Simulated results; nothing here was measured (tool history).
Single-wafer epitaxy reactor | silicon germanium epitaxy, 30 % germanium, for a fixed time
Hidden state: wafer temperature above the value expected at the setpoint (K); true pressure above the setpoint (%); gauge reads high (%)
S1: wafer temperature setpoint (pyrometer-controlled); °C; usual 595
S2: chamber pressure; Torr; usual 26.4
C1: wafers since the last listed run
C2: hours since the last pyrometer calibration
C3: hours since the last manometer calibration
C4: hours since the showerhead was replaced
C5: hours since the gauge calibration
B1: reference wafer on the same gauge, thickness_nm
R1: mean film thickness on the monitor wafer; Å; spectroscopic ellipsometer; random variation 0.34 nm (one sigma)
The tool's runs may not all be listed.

run	hour	S1	S2	C1	C2	C3	C4	C5	B1	R1
1	0.0	595	26.4	0	1231.6	831.8	3805.2	207.5	69.301	540.39
2	46.6	595	26.4	655	1278.2	878.4	3851.8	254.1	69.284	539.31
3	61.8	595	26.4	213	1293.4	893.6	3867.0	269.3	69.305	537.27
4	89.5	595	26.4	389	1321.1	921.3	3894.7	297.0	69.282	535.39
5	124.3	589	26.4	489	1355.9	956.1	3929.5	331.8	69.279	464.56
6	160.1	601	26.4	503	1391.7	991.9	3965.3	367.6	69.305	598.92
# hour 169.2: gauge calibrated
# hour 176.6: capacitance manometer re-zeroed and calibrated
7	180.7	601	26.4	177	1412.3	4.1	3985.9	11.5	69.300	594.83
# hour 213.2: showerhead replaced, of another model than before
8	213.7	591	30.5	351	1445.3	37.1	0.5	44.5	69.335	501.09
9	240.3	595	26.4	374	1471.9	63.7	27.1	71.1	69.233	517.45
10	260.5	584	21.8	284	1492.1	83.9	47.3	91.3	69.387	387.76
11	278.4	589	28.3	251	1510.0	101.8	65.2	109.2	69.258	462.88
# hour 296.8: pyrometer calibrated
12	299.2	595	26.4	180	2.4	122.6	86.0	130.0	69.326	587.18
13	319.6	582	21.3	286	22.8	143.0	106.4	150.4	69.363	420.53
14	347.2	595	26.4	388	50.4	170.6	134.0	178.0	69.324	586.71
15	371.7	581	22.9	344	74.9	195.1	158.5	202.5	69.262	419.16

Some steps in R1 between neighbouring runs. How much of each would the tool show without its hidden state too (settings, what came in, random variation), and how much is left for the hidden state, with any gauge scatter that isn't in both results?
Run 11 -> 12: S1 589 -> 595, S2 28.3 -> 26.4, pyrometer calibrated. R1 +124.30 Å: hidden state +63.21, all else +61.09.
Run 14 -> 15: S1 595 -> 581, S2 26.4 -> 22.9. R1 -167.55 Å: hidden state +0.52, all else -168.07.

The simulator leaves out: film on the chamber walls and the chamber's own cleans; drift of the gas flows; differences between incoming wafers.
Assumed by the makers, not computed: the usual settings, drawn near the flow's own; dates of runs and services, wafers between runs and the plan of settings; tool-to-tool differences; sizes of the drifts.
